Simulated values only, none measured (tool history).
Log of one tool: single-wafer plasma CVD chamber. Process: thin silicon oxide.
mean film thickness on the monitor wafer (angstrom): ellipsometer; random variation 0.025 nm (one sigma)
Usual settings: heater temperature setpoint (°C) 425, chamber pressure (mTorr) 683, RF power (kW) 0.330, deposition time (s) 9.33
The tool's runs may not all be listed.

run	hour	heater temperature setpoint (°C)	chamber pressure (mTorr)	RF power (kW)	deposition time (s)	read-back reference wafer on the same gauge, thickness_nm	mean film thickness on the monitor wafer (angstrom)
1	0.0	425	723	0.330	9.33	15.499	182.10
2	28.3	425	723	0.330	9.33	15.500	182.95
3	46.4	425	683	0.330	9.33	15.491	172.52
4	77.9	425	683	0.330	9.33	15.488	173.31
# hour 94.7: showerhead replaced
5	98.8	425	683	0.330	9.33	15.497	173.17
6	114.3	425	683	0.330	9.33	15.488	173.47
7	129.6	425	683	0.330	9.33	15.507	173.35
# hour 153.2: gauge calibrated
8	154.6	411	683	0.295	8.42	15.507	154.63
# hour 165.2: thermocouple changed; heater temperature recalibrated
# hour 180.3: RF generator calibrated
# hour 184.5: capacitance manometer re-zeroed and calibrated
9	185.0	425	683	0.375	9.33	15.501	169.56
10	194.6	415	683	0.370	10.63	15.500	193.86
11	217.0	425	683	0.350	9.33	15.503	167.48
12	231.4	413	751	0.375	11.18	15.501	224.93
13	262.6	421	683	0.370	11.00	15.498	199.80

Run 14 comes next. What will it give?
14	281.9	425	683	0.330	9.33	?	?

read-back reference wafer on the same gauge, thickness_nm: 15.515
mean film thickness on the monitor wafer (angstrom): 165.06
Without the tool's hidden state the same run would have given mean film thickness on the monitor wafer (angstrom) 165.30.

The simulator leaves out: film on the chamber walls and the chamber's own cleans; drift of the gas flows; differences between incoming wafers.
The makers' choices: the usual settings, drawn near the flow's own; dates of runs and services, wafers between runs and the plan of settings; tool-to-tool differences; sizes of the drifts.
